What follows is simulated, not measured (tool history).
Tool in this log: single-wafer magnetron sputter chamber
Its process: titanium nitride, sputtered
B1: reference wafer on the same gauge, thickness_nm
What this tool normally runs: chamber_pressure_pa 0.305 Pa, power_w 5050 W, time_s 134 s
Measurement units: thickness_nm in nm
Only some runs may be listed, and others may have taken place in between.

run 1 hour=0.0 | chamber_pressure_pa=0.305 power_w=5050 time_s=134 | B1=133.255 | thickness_nm=120.931
run 2 hour=13.1 | chamber_pressure_pa=0.305 power_w=4350 time_s=134 | B1=132.983 | thickness_nm=104.418
run 3 hour=28.8 | chamber_pressure_pa=0.305 power_w=4350 time_s=134 | B1=132.904 | thickness_nm=103.059
run 4 hour=42.4 | chamber_pressure_pa=0.305 power_w=4350 time_s=134 | B1=132.855 | thickness_nm=105.690
-- hour=61.2 sputter target and shields replaced
run 5 hour=61.7 | chamber_pressure_pa=0.305 power_w=5750 time_s=134 | B1=133.172 | thickness_nm=142.160
run 6 hour=76.0 | chamber_pressure_pa=0.305 power_w=5750 time_s=134 | B1=133.079 | thickness_nm=142.300
run 7 hour=82.8 | chamber_pressure_pa=0.305 power_w=5050 time_s=134 | B1=133.086 | thickness_nm=125.297
run 8 hour=99.8 | chamber_pressure_pa=0.221 power_w=5050 time_s=134 | B1=133.063 | thickness_nm=129.850
-- hour=105.2 gauge calibrated
run 9 hour=117.0 | chamber_pressure_pa=0.305 power_w=5050 time_s=134 | B1=133.140 | thickness_nm=124.198
run 10 hour=123.4 | chamber_pressure_pa=0.262 power_w=5050 time_s=134 | B1=132.798 | thickness_nm=127.335
run 11 hour=130.3 | chamber_pressure_pa=0.305 power_w=5050 time_s=134 | B1=132.873 | thickness_nm=123.009
run 12 hour=144.2 | chamber_pressure_pa=0.305 power_w=5050 time_s=134 | B1=133.220 | thickness_nm=124.767
run 13 hour=161.4 | chamber_pressure_pa=0.190 power_w=5050 time_s=134 | B1=133.021 | thickness_nm=129.856
run 14 hour=174.4 | chamber_pressure_pa=0.393 power_w=6150 time_s=150 | B1=132.951 | thickness_nm=162.793
run 15 hour=184.4 | chamber_pressure_pa=0.211 power_w=5950 time_s=126 | B1=132.708 | thickness_nm=142.167
run 16 hour=202.4 | chamber_pressure_pa=0.356 power_w=5050 time_s=134 | B1=133.037 | thickness_nm=120.643
run 17 hour=213.2 | chamber_pressure_pa=0.305 power_w=5050 time_s=126 | B1=133.159 | thickness_nm=117.851
-- hour=229.1 capacitance manometer re-zeroed and calibrated
run 18 hour=229.6 | chamber_pressure_pa=0.393 power_w=5050 time_s=134 | B1=132.681 | thickness_nm=119.783
run 19 hour=270.7 | chamber_pressure_pa=0.305 power_w=5050 time_s=134 | B1=132.924 | thickness_nm=123.583
run 20 hour=288.2 | chamber_pressure_pa=0.263 power_w=6200 time_s=134 | B1=132.769 | thickness_nm=155.141
run 21 hour=318.9 | chamber_pressure_pa=0.305 power_w=5050 time_s=134 | B1=132.995 | thickness_nm=123.956
-- hour=333.4 magnet pack replaced
run 22 hour=335.9 | chamber_pressure_pa=0.255 power_w=6100 time_s=160 | B1=132.991 | thickness_nm=182.773
run 23 hour=353.1 | chamber_pressure_pa=0.341 power_w=4200 time_s=119 | B1=132.984 | thickness_nm=90.693
run 24 hour=365.1 | chamber_pressure_pa=0.418 power_w=4600 time_s=115 | B1=132.780 | thickness_nm=92.857
run 25 hour=380.9 | chamber_pressure_pa=0.305 power_w=5050 time_s=134 | B1=133.349 | thickness_nm=123.947
run 26 hour=393.1 | chamber_pressure_pa=0.305 power_w=5050 time_s=134 | B1=133.007 | thickness_nm=124.546
run 27 hour=406.5 | chamber_pressure_pa=0.210 power_w=6000 time_s=149 | B1=132.843 | thickness_nm=170.469
run 28 hour=421.4 | chamber_pressure_pa=0.363 power_w=5050 time_s=157 | B1=132.768 | thickness_nm=141.230
run 29 hour=431.4 | chamber_pressure_pa=0.400 power_w=4450 time_s=150 | B1=133.042 | thickness_nm=116.891
run 30 hour=440.8 | chamber_pressure_pa=0.305 power_w=5050 time_s=134 | B1=133.146 | thickness_nm=122.897
run 31 hour=447.3 | chamber_pressure_pa=0.193 power_w=4450 time_s=150 | B1=133.272 | thickness_nm=128.963
run 32 hour=464.6 | chamber_pressure_pa=0.305 power_w=5050 time_s=161 | B1=132.813 | thickness_nm=147.021
run 33 hour=475.4 | chamber_pressure_pa=0.305 power_w=5050 time_s=134 | B1=133.062 | thickness_nm=123.511
run 34 hour=484.1 | chamber_pressure_pa=0.390 power_w=5050 time_s=146 | B1=132.815 | thickness_nm=130.443

Some steps in thickness_nm between neighbouring runs. How much of each would the tool show without its hidden state too (settings, what came in, random variation), and how much is left for the hidden state, with any gauge scatter that isn't in both results?
Hidden state at play: deposition rate above that of a new target (%); true argon pressure above the setpoint (%); gauge reads high (%).
Run 4 -> 5: power_w 4350 -> 5750, sputter target and shields replaced. thickness_nm +36.470 nm: hidden state +3.601, all else +32.869.
Run 21 -> 22: chamber_pressure_pa 0.305 -> 0.255, power_w 5050 -> 6100, time_s 134 -> 160, magnet pack replaced. thickness_nm +58.817 nm: hidden state -0.634, all else +59.451.
Run 22 -> 23: chamber_pressure_pa 0.255 -> 0.341, power_w 6100 -> 4200, time_s 160 -> 119. thickness_nm -92.080 nm: hidden state +0.827, all else -92.907.
Run 26 -> 27: chamber_pressure_pa 0.305 -> 0.210, power_w 5050 -> 6000, time_s 134 -> 149. thickness_nm +45.923 nm: hidden state -0.607, all else +46.530.
